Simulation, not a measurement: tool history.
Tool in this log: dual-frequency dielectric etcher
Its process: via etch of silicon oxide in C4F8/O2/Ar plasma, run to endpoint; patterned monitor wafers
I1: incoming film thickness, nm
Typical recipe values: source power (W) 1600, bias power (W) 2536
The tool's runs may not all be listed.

Run 1, day 0: usual settings but bias power (W) 2265; I1 1256.5. Result: endpoint time (s) 268.8.
Run 2, day 0.962: usual settings but source power (W) 1810; I1 1243.5. Result: endpoint time (s) 243.3.
Run 3, day 1.683: usual settings but source power (W) 1810; I1 1244.8. Result: endpoint time (s) 245.9.
Run 4, day 2.967: usual settings; I1 1259.5. Result: endpoint time (s) 266.5.
Run 5, day 3.721: usual settings; I1 1249.8. Result: endpoint time (s) 266.6.
Run 6, day 6.667: usual settings but source power (W) 1420; I1 1242. Result: endpoint time (s) 283.7.
Run 7, day 7.542: usual settings but source power (W) 1420; I1 1248.6. Result: endpoint time (s) 284.7.
Run 8, day 8.1: usual settings; I1 1266.2. Result: endpoint time (s) 272.1.
Run 9, day 8.675: usual settings but source power (W) 1500, bias power (W) 2196; I1 1244.5. Result: endpoint time (s) 290.4.
Run 10, day 10.162: usual settings but source power (W) 1500, bias power (W) 2196; I1 1259.3. Result: endpoint time (s) 294.2.
Run 11, day 11.304: usual settings but source power (W) 2000, bias power (W) 2159; I1 1249.9. Result: endpoint time (s) 250.3.
At day 12.038: bias power generator calibrated.
At day 13.154: wet clean of the chamber.
Run 12, day 13.175: usual settings; I1 1255.5. Result: endpoint time (s) 262.5.
At day 14.471: upper electrode replaced, of another model than before.
Run 13, day 14.492: usual settings but bias power (W) 2912; I1 1263.7. Result: endpoint time (s) 262.9.
Run 14, day 15.262: usual settings but source power (W) 1850, bias power (W) 2009; I1 1249.5. Result: endpoint time (s) 239.2.
Run 15, day 16.2: usual settings; I1 1259.8. Result: endpoint time (s) 269.3.
Run 16, day 17.05: usual settings but bias power (W) 2322; I1 1249. Result: endpoint time (s) 269.2.
At day 17.483: source power generator calibrated.
Run 17, day 17.767: usual settings but source power (W) 1260, bias power (W) 3033; I1 1241.3. Result: endpoint time (s) 349.8.
Run 18, day 18.608: usual settings but source power (W) 1780; I1 1241.4. Result: endpoint time (s) 238.8.
Run 19, day 20.008: usual settings but source power (W) 1280, bias power (W) 2237; I1 1247.1. Result: endpoint time (s) 359.4.
Run 20, day 21.492: usual settings; I1 1258.3. Result: endpoint time (s) 270.2.
Run 21, day 22.733: usual settings but source power (W) 1720, bias power (W) 1940; I1 1243.3. Result: endpoint time (s) 260.2.

What if the next run were any one of these 4? Each begins from the tool's condition after run 21:
Run A, day 22.754: usual settings but bias power (W) 3153; I1 1252.3. Result: endpoint time (s) ?.
Run B, day 22.754: usual settings but source power (W) 1960, bias power (W) 2266; I1 1252.3. Result: endpoint time (s) ?.
Run C, day 22.754: usual settings but source power (W) 1940; I1 1252.3. Result: endpoint time (s) ?.
Run D, day 22.754: usual settings but source power (W) 1860, bias power (W) 3121; I1 1252.3. Result: endpoint time (s) ?.

run  endpoint time (s)
  A              261.8
  B              230.1
  C              228.2
  D              228.4
Had the tool no hidden state, the same runs would have come out as:
run  endpoint time (s)
  A              253.1
  B              222.4
  C              220.6
  D              220.8

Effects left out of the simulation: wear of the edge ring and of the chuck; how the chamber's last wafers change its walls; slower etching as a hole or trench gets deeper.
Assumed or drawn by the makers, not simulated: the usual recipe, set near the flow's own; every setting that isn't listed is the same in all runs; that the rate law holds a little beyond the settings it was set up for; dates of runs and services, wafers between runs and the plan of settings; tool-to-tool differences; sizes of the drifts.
